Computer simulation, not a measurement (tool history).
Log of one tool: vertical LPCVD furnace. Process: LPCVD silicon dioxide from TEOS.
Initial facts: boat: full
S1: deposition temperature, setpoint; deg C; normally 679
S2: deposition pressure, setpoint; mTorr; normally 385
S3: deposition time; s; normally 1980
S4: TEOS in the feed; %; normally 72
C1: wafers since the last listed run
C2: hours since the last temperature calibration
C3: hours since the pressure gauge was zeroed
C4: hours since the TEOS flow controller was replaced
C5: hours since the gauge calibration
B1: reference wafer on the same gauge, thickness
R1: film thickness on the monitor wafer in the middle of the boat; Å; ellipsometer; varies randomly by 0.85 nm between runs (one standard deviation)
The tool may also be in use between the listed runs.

run,hour,S1,S2,S3,S4,C1,C2,C3,C4,C5,B1,R1
1,0.0,679,385,1740,72,0,3089.0,2812.8,2226.7,186.0,189.06,1476.7
2,19.1,679,385,1980,72,306,3108.1,2831.9,2245.8,205.1,189.28,1685.3
3,51.1,679,385,1980,72,512,3140.1,2863.9,2277.8,237.1,189.12,1675.4
4,76.6,679,385,1980,72,408,3165.6,2889.4,2303.3,262.6,189.38,1678.9
5,91.2,687,385,1590,72,234,3180.2,2904.0,2317.9,277.2,189.24,1634.2
6,119.7,687,385,1590,72,456,3208.7,2932.5,2346.4,305.7,189.03,1631.7
7,153.1,685,385,1980,78,535,3242.1,2965.9,2379.8,339.1,188.90,2025.8
8,165.4,685,385,1980,78,197,3254.4,2978.2,2392.1,351.4,189.21,2034.1
9,181.2,685,385,1980,78,253,3270.2,2994.0,2407.9,367.2,189.22,2023.4
10,198.7,683,315,1980,72,280,3287.7,3011.5,2425.4,384.7,188.97,1664.9
11,228.8,683,315,1980,72,482,3317.8,3041.6,2455.5,414.8,189.03,1686.7
12,249.5,683,315,1980,72,331,3338.5,3062.3,2476.2,435.5,188.86,1669.5
# hour 297.9: pressure gauge zeroed
# hour 304.9: TEOS flow controller replaced
13,305.4,679,385,1980,80,398,3394.4,7.5,0.5,491.4,188.84,1782.3
14,309.9,670,385,1980,82,72,3398.9,12.0,5.0,495.9,188.81,1430.8
15,328.3,679,385,1980,72,294,3417.3,30.4,23.4,514.3,189.01,1680.3
# hour 370.8: gauge calibrated
# hour 377.3: thermocouples replaced and temperature profile calibrated
16,377.8,679,360,2670,84,408,0.5,79.9,72.9,7.0,188.81,2369.1
17,397.5,670,385,2250,79,315,20.2,99.6,92.6,26.7,189.16,1606.5
18,425.2,679,320,1980,79,443,47.9,127.3,120.3,54.4,189.27,1606.9
19,438.2,690,470,1980,72,208,60.9,140.3,133.3,67.4,189.13,2430.2
20,453.8,679,385,1980,67,250,76.5,155.9,148.9,83.0,189.25,1621.0
21,467.4,668,315,2220,64,217,90.1,169.5,162.5,96.6,189.04,1225.6
22,486.1,679,385,1980,72,299,108.8,188.2,181.2,115.3,189.42,1671.6
23,505.3,684,315,2220,62,307,128.0,207.4,200.4,134.5,188.89,1785.9
24,519.6,679,385,1980,72,229,142.3,221.7,214.7,148.8,188.84,1680.1
25,537.4,679,445,2460,72,285,160.1,239.5,232.5,166.6,188.69,2260.7
26,640.6,689,310,1980,81,1654,263.3,342.7,335.7,269.8,189.08,2026.1
27,672.2,690,340,1710,66,506,294.9,374.3,367.3,301.4,189.06,1705.9
28,692.9,679,335,1980,72,331,315.6,395.0,388.0,322.1,189.09,1556.4
29,725.0,668,385,1980,72,514,347.7,427.1,420.1,354.2,189.16,1286.5
30,745.7,670,385,1980,82,331,368.4,447.8,440.8,374.9,189.13,1426.7

State the hidden condition of the tool at each of the runs:
true tube temperature minus thermocouple reading, K: 0 in every run
true pressure minus gauge reading, mTorr: 0 in every run
deviation of the TEOS flow from its setpoint, %: 0 in every run
gauge reads high (%): 0 in every run
